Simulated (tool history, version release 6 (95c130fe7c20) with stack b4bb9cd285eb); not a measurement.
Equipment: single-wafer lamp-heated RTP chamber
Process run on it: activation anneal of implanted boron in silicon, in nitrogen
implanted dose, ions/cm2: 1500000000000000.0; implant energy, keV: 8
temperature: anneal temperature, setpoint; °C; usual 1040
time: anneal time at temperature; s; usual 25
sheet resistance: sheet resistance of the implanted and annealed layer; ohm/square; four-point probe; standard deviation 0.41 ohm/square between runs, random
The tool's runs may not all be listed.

run	hour	temperature	time	wafers since the last listed run	wafers since the last pyrometer calibration	wafers since the reflector plate was cleaned	hours since the gauge calibration	read-back reference wafer on the same gauge, sheet resistance	sheet resistance
1	0.0	1024	25	0	1739	5195	276.5	91.86	94.97
2	15.8	1040	13	239	1979	5435	292.3	91.74	93.15
3	36.8	1040	25	318	2298	5754	313.3	91.94	87.97
4	63.4	1040	25	403	2701	6157	339.9	91.80	88.69
5	92.6	1040	25	443	3145	6600	369.1	91.84	87.72
# hour 108.1: pyrometer window cleaned and pyrometer calibrated
6	108.6	1040	18	121	6	6722	385.1	92.05	89.68
7	121.1	1040	25	189	196	6912	397.6	92.02	86.59
8	154.0	1040	25	499	695	7411	430.5	91.94	85.67
9	188.3	1019	25	520	1216	7932	464.8	91.78	93.43
10	201.2	1040	25	195	1412	8127	477.7	91.75	84.69
11	233.1	1040	25	484	1896	8612	509.6	92.04	84.38
12	252.8	1040	20	299	2195	8911	529.3	91.89	85.93
13	288.3	1040	20	538	2734	9449	564.8	92.01	86.98
# hour 300.7: pyrometer window cleaned and pyrometer calibrated, repeated, since the last time left the tool worse
14	304.1	1040	20	118	51	9568	580.6	91.88	91.52
15	403.5	1056	25	1508	1560	11076	680.0	91.85	83.06
16	423.9	1056	25	309	1870	11386	700.4	91.96	82.96
17	451.7	1040	25	421	2292	11808	728.2	91.86	87.62
18	464.2	1040	20	189	2481	11998	740.7	91.87	90.46
# hour 473.2: gauge calibrated
19	481.8	1048	36	267	2749	12265	8.6	91.88	81.95
20	501.1	1040	16	292	3042	12558	27.9	92.03	92.38
# hour 522.9: pyrometer window cleaned and pyrometer calibrated
21	535.7	1040	25	403	193	12962	62.5	91.95	89.84
22	564.7	1057	35	440	633	13402	91.5	91.93	80.21
23	577.1	1029	13	188	822	13590	103.9	91.89	99.67
# hour 591.9: reflector plate cleaned
24	604.9	1022	21	300	1122	196	131.7	91.94	98.31
25	631.8	1067	25	408	1530	605	158.6	91.80	80.85
26	644.3	1052	25	189	1720	794	171.1	91.97	83.79
27	683.6	1052	13	596	2317	1391	210.4	91.77	90.02
# hour 733.6: pyrometer window cleaned and pyrometer calibrated
28	776.0	1023	21	1281	642	2672	302.8	91.84	97.96
29	804.8	1040	25	437	1080	3109	331.6	92.05	88.99
30	839.9	1069	25	532	1612	3642	366.7	92.03	80.14
31	867.0	1053	34	411	2024	4053	393.8	91.75	81.29
32	890.6	1040	25	358	2382	4411	417.4	91.80	88.83
33	920.6	1040	25	455	2837	4867	447.4	91.81	88.56
34	943.8	1062	30	352	3189	5219	470.6	91.87	79.22
# hour 955.5: pyrometer window cleaned and pyrometer calibrated
35	986.3	1040	25	523	466	5742	513.1	91.87	89.56
36	1020.7	1040	25	522	988	6265	547.5	92.01	89.21

Consider 5 possible next runs. They are alternatives, not a sequence: every one starts from the tool as it was left by run 36. What does each give?
A	1021.1	1040	25	6	994	6271	547.9	?	?
B	1021.1	1057	25	6	994	6271	547.9	?	?
C	1021.1	1025	32	6	994	6271	547.9	?	?
D	1021.1	1053	37	6	994	6271	547.9	?	?
E	1021.1	1024	40	6	994	6271	547.9	?	?

run	read-back reference wafer on the same gauge, sheet resistance	sheet resistance
A	91.89	88.76
B	91.89	83.02
C	91.89	92.99
D	91.89	80.70
E	91.89	91.23
Without the tool's unlogged condition, the same runs would have read:
run	sheet resistance
A	90.39
B	84.16
C	94.82
D	81.82
E	93.07

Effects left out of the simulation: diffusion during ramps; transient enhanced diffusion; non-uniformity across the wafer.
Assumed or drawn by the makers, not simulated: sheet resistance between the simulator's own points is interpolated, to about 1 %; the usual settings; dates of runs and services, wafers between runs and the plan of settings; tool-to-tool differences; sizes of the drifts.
